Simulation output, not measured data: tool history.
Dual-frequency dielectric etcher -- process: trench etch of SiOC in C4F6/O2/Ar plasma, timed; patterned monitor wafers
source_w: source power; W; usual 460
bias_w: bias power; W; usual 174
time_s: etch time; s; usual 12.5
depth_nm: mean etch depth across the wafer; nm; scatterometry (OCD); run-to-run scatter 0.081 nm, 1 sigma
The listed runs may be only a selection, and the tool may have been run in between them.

run	hour	source_w	bias_w	time_s	wafers since the last listed run	hours since the last wet clean	hours since the last source power generator calibration	hours since the last bias power generator calibration	hours since the last upper electrode change	hours since the gauge calibration	read-back reference wafer on the same gauge, depth_nm	depth_nm
1	0	460	174	12.5	0	531.1	2224.1	1532.7	5035.8	98.1	28.68	29.73
2	16.6	460	174	12.5	190	547.7	2240.7	1549.3	5052.4	114.7	28.7	29.62
3	23.9	390	174	12.5	83	555	2248	1556.6	5059.7	122	28.69	27.67
4	33.5	390	174	12.5	110	564.6	2257.6	1566.2	5069.3	131.6	28.72	27.8
5	43.3	390	174	12.5	112	574.4	2267.4	1576	5079.1	141.4	28.69	27.76
# hour 61.7: source power generator calibrated
# hour 72.8: upper electrode replaced, of another model than before
6	73.3	460	174	12.5	170	604.4	11.6	1606	0.5	171.4	28.7	29.86
# hour 100.9: gauge calibrated
# hour 102.8: wet clean of the chamber
7	103.3	460	174	12.5	68	0.5	41.6	1636	30.5	2.4	28.7	28.2
8	103.6	460	174	12.5	3	0.8	41.9	1636.3	30.8	2.7	28.7	28.34
# hour 108.9: bias power generator calibrated
9	109.4	460	174	12.5	20	6.6	47.7	0.5	36.6	8.5	28.72	28.2

Forecast run 10:
10	112.6	460	198	13.5	36	9.8	50.9	3.7	39.8	11.7	?	?

Run 10 yielded read-back reference wafer on the same gauge, depth_nm 28.69, depth_nm 32.5 nm.
Take away the tool's hidden state, keep the run-to-run variation as it was, and the same run would have given depth_nm 32.58 nm.
